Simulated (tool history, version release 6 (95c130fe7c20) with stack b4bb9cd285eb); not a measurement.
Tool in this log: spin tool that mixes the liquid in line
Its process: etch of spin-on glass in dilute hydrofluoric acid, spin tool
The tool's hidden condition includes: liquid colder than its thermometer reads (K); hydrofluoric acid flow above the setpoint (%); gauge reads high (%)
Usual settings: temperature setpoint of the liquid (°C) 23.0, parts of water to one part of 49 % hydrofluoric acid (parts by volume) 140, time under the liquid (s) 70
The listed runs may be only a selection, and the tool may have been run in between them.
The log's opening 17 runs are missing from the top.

| run | hour | temperature setpoint of the liquid (°C) | parts of water to one part of 49 % hydrofluoric acid (parts by volume) | time under the liquid (s) | wafers since the last listed run | hours since the thermometer was replaced | hours since the hydrofluoric acid flow meter was replaced | hours since the gauge calibration | read-back film thickness of the spin-on glass reference wafer, read on the same gauge (nm) | thickness taken off the spin-on glass on a monitor wafer (angstrom) |
|---|---|---|---|---|---|---|---|---|---|---|
| 18 | 203.9 | 23.0 | 140 | 70 | 99 | 223.9 | 481.4 | 143.2 | 139.98 | 166.5 |
| 19 | 211.4 | 23.0 | 195 | 45 | 56 | 231.4 | 488.9 | 150.7 | 140.01 | 72.5 |
| 20 | 218.3 | 26.5 | 140 | 70 | 51 | 238.3 | 495.8 | 157.6 | 139.98 | 192.5 |
|  | 230.3 | hydrofluoric acid flow meter replaced |
| 21 | 234.0 | 18.0 | 140 | 70 | 109 | 254.0 | 3.7 | 173.3 | 139.99 | 137.3 |
| 22 | 240.8 | 19.0 | 120 | 60 | 50 | 260.8 | 10.5 | 180.1 | 140.01 | 145.6 |
| 23 | 257.1 | 25.5 | 170 | 95 | 121 | 277.1 | 26.8 | 196.4 | 139.99 | 195.4 |
| 24 | 266.4 | 23.0 | 140 | 70 | 69 | 286.4 | 36.1 | 205.7 | 140.02 | 168.1 |
| 25 | 275.8 | 23.0 | 140 | 70 | 70 | 295.8 | 45.5 | 215.1 | 140.00 | 167.5 |
| 26 | 288.1 | 25.5 | 100 | 85 | 91 | 308.1 | 57.8 | 227.4 | 139.98 | 330.5 |
| 27 | 303.9 | 23.0 | 140 | 110 | 117 | 323.9 | 73.6 | 243.2 | 140.01 | 263.9 |
| 28 | 320.7 | 23.0 | 140 | 95 | 125 | 340.7 | 90.4 | 260.0 | 139.98 | 223.8 |
| 29 | 335.3 | 27.0 | 140 | 70 | 109 | 355.3 | 105.0 | 274.6 | 140.00 | 195.9 |
| 30 | 344.0 | 21.5 | 140 | 70 | 64 | 364.0 | 113.7 | 283.3 | 140.00 | 158.6 |
| 31 | 355.8 | 24.5 | 140 | 35 | 88 | 375.8 | 125.5 | 295.1 | 140.01 | 89.8 |
| 32 | 362.1 | 23.0 | 140 | 70 | 47 | 382.1 | 131.8 | 301.4 | 140.02 | 168.1 |
| 33 | 380.0 | 23.0 | 140 | 70 | 133 | 400.0 | 149.7 | 319.3 | 140.03 | 169.4 |
| 34 | 391.1 | 18.5 | 140 | 50 | 82 | 411.1 | 160.8 | 330.4 | 140.00 | 99.6 |

4 options for the next run, each taken on its own from the tool as it stands now. Forecast them:
| A | 391.5 | 23.0 | 160 | 70 | 2 | 411.5 | 161.2 | 330.8 | ? | ? |
| B | 391.5 | 27.5 | 140 | 70 | 2 | 411.5 | 161.2 | 330.8 | ? | ? |
| C | 391.5 | 23.0 | 140 | 30 | 2 | 411.5 | 161.2 | 330.8 | ? | ? |
| D | 391.5 | 26.5 | 205 | 40 | 2 | 411.5 | 161.2 | 330.8 | ? | ? |

| run | read-back film thickness of the spin-on glass reference wafer, read on the same gauge (nm) | thickness taken off the spin-on glass on a monitor wafer (angstrom) |
|---|---|---|
| A | 140.02 | 145.1 |
| B | 140.02 | 201.3 |
| C | 140.02 | 72.7 |
| D | 140.02 | 70.1 |
The same runs, with their run-to-run variation unchanged, on a tool lacking any hidden condition would have given:
| run | thickness taken off the spin-on glass on a monitor wafer (angstrom) |
|---|---|
| A | 145.1 |
| B | 201.3 |
| C | 72.7 |
| D | 70.1 |
